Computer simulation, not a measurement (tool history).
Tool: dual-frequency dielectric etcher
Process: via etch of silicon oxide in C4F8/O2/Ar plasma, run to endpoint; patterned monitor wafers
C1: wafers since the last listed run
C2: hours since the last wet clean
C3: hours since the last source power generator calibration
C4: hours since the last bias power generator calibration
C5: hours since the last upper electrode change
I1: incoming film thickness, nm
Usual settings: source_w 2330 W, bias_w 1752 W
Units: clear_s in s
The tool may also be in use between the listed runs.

{"run": 1, "hour": 0.0, "source_w": 2330, "bias_w": 1752, "C1": 0, "C2": 209.7, "C3": 3508.1, "C4": 1842.5, "C5": 2558.4, "I1": 1411.3, "clear_s": 285.2}
{"run": 2, "hour": 61.4, "source_w": 2160, "bias_w": 2084, "C1": 236, "C2": 271.1, "C3": 3569.5, "C4": 1903.9, "C5": 2619.8, "I1": 1416.4, "clear_s": 292.9}
{"run": 3, "hour": 100.7, "source_w": 2160, "bias_w": 2084, "C1": 151, "C2": 310.4, "C3": 3608.8, "C4": 1943.2, "C5": 2659.1, "I1": 1429.6, "clear_s": 293.2}
{"run": 4, "hour": 151.9, "source_w": 2760, "bias_w": 1752, "C1": 197, "C2": 361.6, "C3": 3660, "C4": 1994.4, "C5": 2710.3, "I1": 1414.3, "clear_s": 259.9}
{"run": 5, "hour": 230.0, "source_w": 2330, "bias_w": 1752, "C1": 301, "C2": 439.7, "C3": 3738.1, "C4": 2072.5, "C5": 2788.4, "I1": 1419.2, "clear_s": 291.1}
{"run": 6, "hour": 280.8, "source_w": 2330, "bias_w": 1752, "C1": 196, "C2": 490.5, "C3": 3788.9, "C4": 2123.3, "C5": 2839.2, "I1": 1423.9, "clear_s": 294.8}
{"run": 7, "hour": 325.7, "source_w": 2330, "bias_w": 1752, "C1": 173, "C2": 535.4, "C3": 3833.8, "C4": 2168.2, "C5": 2884.1, "I1": 1429.5, "clear_s": 295.5}
{"hour": 404.1, "done": "wet clean of the chamber"}
{"run": 8, "hour": 419.1, "source_w": 2330, "bias_w": 1752, "C1": 267, "C2": 15, "C3": 3927.2, "C4": 2261.6, "C5": 2977.5, "I1": 1430.8, "clear_s": 282}
{"run": 9, "hour": 455.3, "source_w": 2610, "bias_w": 1413, "C1": 139, "C2": 51.2, "C3": 3963.4, "C4": 2297.8, "C5": 3013.7, "I1": 1427.2, "clear_s": 276.8}
{"run": 10, "hour": 560.4, "source_w": 2070, "bias_w": 1590, "C1": 405, "C2": 156.3, "C3": 4068.5, "C4": 2402.9, "C5": 3118.8, "I1": 1437.2, "clear_s": 307.3}
{"run": 11, "hour": 600.5, "source_w": 2330, "bias_w": 1752, "C1": 154, "C2": 196.4, "C3": 4108.6, "C4": 2443, "C5": 3158.9, "I1": 1426.9, "clear_s": 285.2}
{"run": 12, "hour": 677.1, "source_w": 2610, "bias_w": 1413, "C1": 295, "C2": 273, "C3": 4185.2, "C4": 2519.6, "C5": 3235.5, "I1": 1412.1, "clear_s": 278.9}
{"hour": 729.9, "done": "source power generator calibrated"}
{"run": 13, "hour": 782.3, "source_w": 2830, "bias_w": 1340, "C1": 390, "C2": 378.2, "C3": 52.4, "C4": 2624.8, "C5": 3340.7, "I1": 1437.1, "clear_s": 280}
{"run": 14, "hour": 864.6, "source_w": 1810, "bias_w": 1925, "C1": 317, "C2": 460.5, "C3": 134.7, "C4": 2707.1, "C5": 3423, "I1": 1438.3, "clear_s": 333.6}
{"hour": 880.2, "done": "bias power generator calibrated"}
{"run": 15, "hour": 903.3, "source_w": 2610, "bias_w": 1912, "C1": 133, "C2": 499.2, "C3": 173.4, "C4": 23.1, "C5": 3461.7, "I1": 1410, "clear_s": 268.2}
{"hour": 955.1, "done": "upper electrode replaced"}
{"run": 16, "hour": 966.4, "source_w": 2540, "bias_w": 1350, "C1": 150, "C2": 562.3, "C3": 236.5, "C4": 86.2, "C5": 11.3, "I1": 1426.1, "clear_s": 290.9}
{"hour": 1010.7, "done": "wet clean of the chamber"}
{"run": 17, "hour": 1212.7, "source_w": 1940, "bias_w": 2140, "C1": 857, "C2": 202, "C3": 482.8, "C4": 332.5, "C5": 257.6, "I1": 1408.4, "clear_s": 298.5}

3 ways to go on from here, each from the tool as it stands after run 17. What would each give?
{"run": "A", "hour": 1213.2, "source_w": 2330, "bias_w": 1752, "C1": 1, "C2": 202.5, "C3": 483.3, "C4": 333, "C5": 258.1, "I1": 1419.4, "clear_s": "?"}
{"run": "B", "hour": 1213.2, "source_w": 1800, "bias_w": 2057, "C1": 1, "C2": 202.5, "C3": 483.3, "C4": 333, "C5": 258.1, "I1": 1419.4, "clear_s": "?"}
{"run": "C", "hour": 1213.2, "source_w": 2710, "bias_w": 1978, "C1": 1, "C2": 202.5, "C3": 483.3, "C4": 333, "C5": 258.1, "I1": 1419.4, "clear_s": "?"}

run=A clear_s=284.5
run=B clear_s=317.4
run=C clear_s=255.7
Without the tool's hidden state the same runs would have given:
run=A clear_s=280.3
run=B clear_s=312.8
run=C clear_s=251.9

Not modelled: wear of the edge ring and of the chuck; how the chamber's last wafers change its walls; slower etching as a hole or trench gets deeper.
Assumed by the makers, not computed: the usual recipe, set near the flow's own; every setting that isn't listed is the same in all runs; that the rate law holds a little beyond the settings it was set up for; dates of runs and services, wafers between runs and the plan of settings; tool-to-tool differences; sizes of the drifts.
